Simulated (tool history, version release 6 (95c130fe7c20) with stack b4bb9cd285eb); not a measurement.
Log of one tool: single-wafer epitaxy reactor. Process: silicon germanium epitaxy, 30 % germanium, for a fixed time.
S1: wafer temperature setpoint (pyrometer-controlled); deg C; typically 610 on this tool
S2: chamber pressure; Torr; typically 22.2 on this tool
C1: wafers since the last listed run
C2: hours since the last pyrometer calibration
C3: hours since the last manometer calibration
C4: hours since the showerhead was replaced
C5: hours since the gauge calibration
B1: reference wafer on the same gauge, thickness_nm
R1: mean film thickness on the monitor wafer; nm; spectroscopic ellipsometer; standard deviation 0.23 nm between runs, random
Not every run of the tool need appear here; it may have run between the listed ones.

run 1 hour=0 | S1=610 S2=22.2 | C1=0 C2=1655.2 C3=1527.2 C4=2324 C5=434.7 | B1=82.386 | R1=70.374
run 2 hour=31.1 | S1=599 S2=22.2 | C1=515 C2=1686.3 C3=1558.3 C4=2355.1 C5=465.8 | B1=82.445 | R1=58.765
run 3 hour=44.9 | S1=599 S2=22.2 | C1=228 C2=1700.1 C3=1572.1 C4=2368.9 C5=479.6 | B1=82.351 | R1=58.465
run 4 hour=69.1 | S1=599 S2=22.2 | C1=400 C2=1724.3 C3=1596.3 C4=2393.1 C5=503.8 | B1=82.413 | R1=58.733
run 5 hour=92.1 | S1=610 S2=23.5 | C1=381 C2=1747.3 C3=1619.3 C4=2416.1 C5=526.8 | B1=82.252 | R1=71.501
run 6 hour=174 | S1=610 S2=22.2 | C1=1357 C2=1829.2 C3=1701.2 C4=2498 C5=608.7 | B1=82.466 | R1=70.516
run 7 hour=205.6 | S1=610 S2=22.2 | C1=523 C2=1860.8 C3=1732.8 C4=2529.6 C5=640.3 | B1=82.538 | R1=70.402
-- hour=215.3 gauge calibrated
run 8 hour=240.2 | S1=610 S2=22.2 | C1=573 C2=1895.4 C3=1767.4 C4=2564.2 C5=24.9 | B1=82.486 | R1=70.144
run 9 hour=268.7 | S1=610 S2=25.6 | C1=472 C2=1923.9 C3=1795.9 C4=2592.7 C5=53.4 | B1=82.462 | R1=72.69
run 10 hour=283.6 | S1=610 S2=22.2 | C1=246 C2=1938.8 C3=1810.8 C4=2607.6 C5=68.3 | B1=82.38 | R1=70.031
run 11 hour=302.3 | S1=610 S2=22.2 | C1=309 C2=1957.5 C3=1829.5 C4=2626.3 C5=87 | B1=82.393 | R1=70.225
run 12 hour=334.9 | S1=610 S2=22.2 | C1=540 C2=1990.1 C3=1862.1 C4=2658.9 C5=119.6 | B1=82.369 | R1=70.491
run 13 hour=360.2 | S1=610 S2=22.2 | C1=419 C2=2015.4 C3=1887.4 C4=2684.2 C5=144.9 | B1=82.37 | R1=70.317
-- hour=371.5 capacitance manometer re-zeroed and calibrated
run 14 hour=390.7 | S1=610 S2=22.2 | C1=372 C2=2045.9 C3=19.2 C4=2714.7 C5=175.4 | B1=82.417 | R1=70.438
run 15 hour=409.5 | S1=610 S2=24.6 | C1=311 C2=2064.7 C3=38 C4=2733.5 C5=194.2 | B1=82.432 | R1=71.864
run 16 hour=423.8 | S1=610 S2=22.2 | C1=236 C2=2079 C3=52.3 C4=2747.8 C5=208.5 | B1=82.393 | R1=70.33
run 17 hour=445.1 | S1=598 S2=24.2 | C1=352 C2=2100.3 C3=73.6 C4=2769.1 C5=229.8 | B1=82.338 | R1=58.782
-- hour=467.2 pyrometer calibrated
run 18 hour=478.5 | S1=603 S2=25.3 | C1=420 C2=11.3 C3=107 C4=2802.5 C5=263.2 | B1=82.489 | R1=67.637
run 19 hour=510.2 | S1=618 S2=16.7 | C1=525 C2=43 C3=138.7 C4=2834.2 C5=294.9 | B1=82.363 | R1=79.371
run 20 hour=535.8 | S1=614 S2=26.8 | C1=424 C2=68.6 C3=164.3 C4=2859.8 C5=320.5 | B1=82.453 | R1=81.793
run 21 hour=560.4 | S1=620 S2=26.5 | C1=407 C2=93.2 C3=188.9 C4=2884.4 C5=345.1 | B1=82.344 | R1=89.982
run 22 hour=583.8 | S1=605 S2=24.6 | C1=387 C2=116.6 C3=212.3 C4=2907.8 C5=368.5 | B1=82.4 | R1=68.689
run 23 hour=613.1 | S1=599 S2=17.4 | C1=485 C2=145.9 C3=241.6 C4=2937.1 C5=397.8 | B1=82.501 | R1=57.848
run 24 hour=647.9 | S1=610 S2=27.4 | C1=576 C2=180.7 C3=276.4 C4=2971.9 C5=432.6 | B1=82.322 | R1=76.929
run 25 hour=677.7 | S1=621 S2=24.8 | C1=493 C2=210.5 C3=306.2 C4=3001.7 C5=462.4 | B1=82.382 | R1=89.615
-- hour=703.5 showerhead replaced
run 26 hour=709.1 | S1=610 S2=16.8 | C1=387 C2=241.9 C3=337.6 C4=5.6 C5=493.8 | B1=82.447 | R1=68.652
run 27 hour=727.4 | S1=610 S2=22.2 | C1=303 C2=260.2 C3=355.9 C4=23.9 C5=512.1 | B1=82.302 | R1=72.784
run 28 hour=739.9 | S1=610 S2=19.4 | C1=207 C2=272.7 C3=368.4 C4=36.4 C5=524.6 | B1=82.32 | R1=70.967
run 29 hour=753.3 | S1=610 S2=22.2 | C1=222 C2=286.1 C3=381.8 C4=49.8 C5=538 | B1=82.493 | R1=72.725
run 30 hour=765.9 | S1=603 S2=22.2 | C1=208 C2=298.7 C3=394.4 C4=62.4 C5=550.6 | B1=82.393 | R1=64.832
run 31 hour=795.6 | S1=595 S2=17.3 | C1=492 C2=328.4 C3=424.1 C4=92.1 C5=580.3 | B1=82.458 | R1=53.371
-- hour=803.2 gauge calibrated
run 32 hour=825.3 | S1=610 S2=22.2 | C1=492 C2=358.1 C3=453.8 C4=121.8 C5=22.1 | B1=82.407 | R1=72.526
run 33 hour=855.7 | S1=610 S2=23.5 | C1=503 C2=388.5 C3=484.2 C4=152.2 C5=52.5 | B1=82.356 | R1=73.316
run 34 hour=919.9 | S1=610 S2=26.6 | C1=1063 C2=452.7 C3=548.4 C4=216.4 C5=116.7 | B1=82.412 | R1=75.55

5 ways to go on from here, each from the tool as it stands after run 34. What would each give?
run A hour=920.3 | S1=610 S2=22.2 | C1=6 C2=453.1 C3=548.8 C4=216.8 C5=117.1 | B1=? | R1=?
run B hour=920.3 | S1=619 S2=18.8 | C1=6 C2=453.1 C3=548.8 C4=216.8 C5=117.1 | B1=? | R1=?
run C hour=920.3 | S1=614 S2=26.2 | C1=6 C2=453.1 C3=548.8 C4=216.8 C5=117.1 | B1=? | R1=?
run D hour=920.3 | S1=610 S2=25.5 | C1=6 C2=453.1 C3=548.8 C4=216.8 C5=117.1 | B1=? | R1=?
run E hour=920.3 | S1=605 S2=22.2 | C1=6 C2=453.1 C3=548.8 C4=216.8 C5=117.1 | B1=? | R1=?

run=A B1=82.457 R1=72.114
run=B B1=82.457 R1=80.606
run=C B1=82.457 R1=80.111
run=D B1=82.457 R1=74.499
run=E B1=82.457 R1=66.347
The same runs, with their run-to-run variation unchanged, on a tool lacking any hidden condition would have given:
run=A R1=73.466
run=B R1=82.088
run=C R1=81.599
run=D R1=75.895
run=E R1=67.603
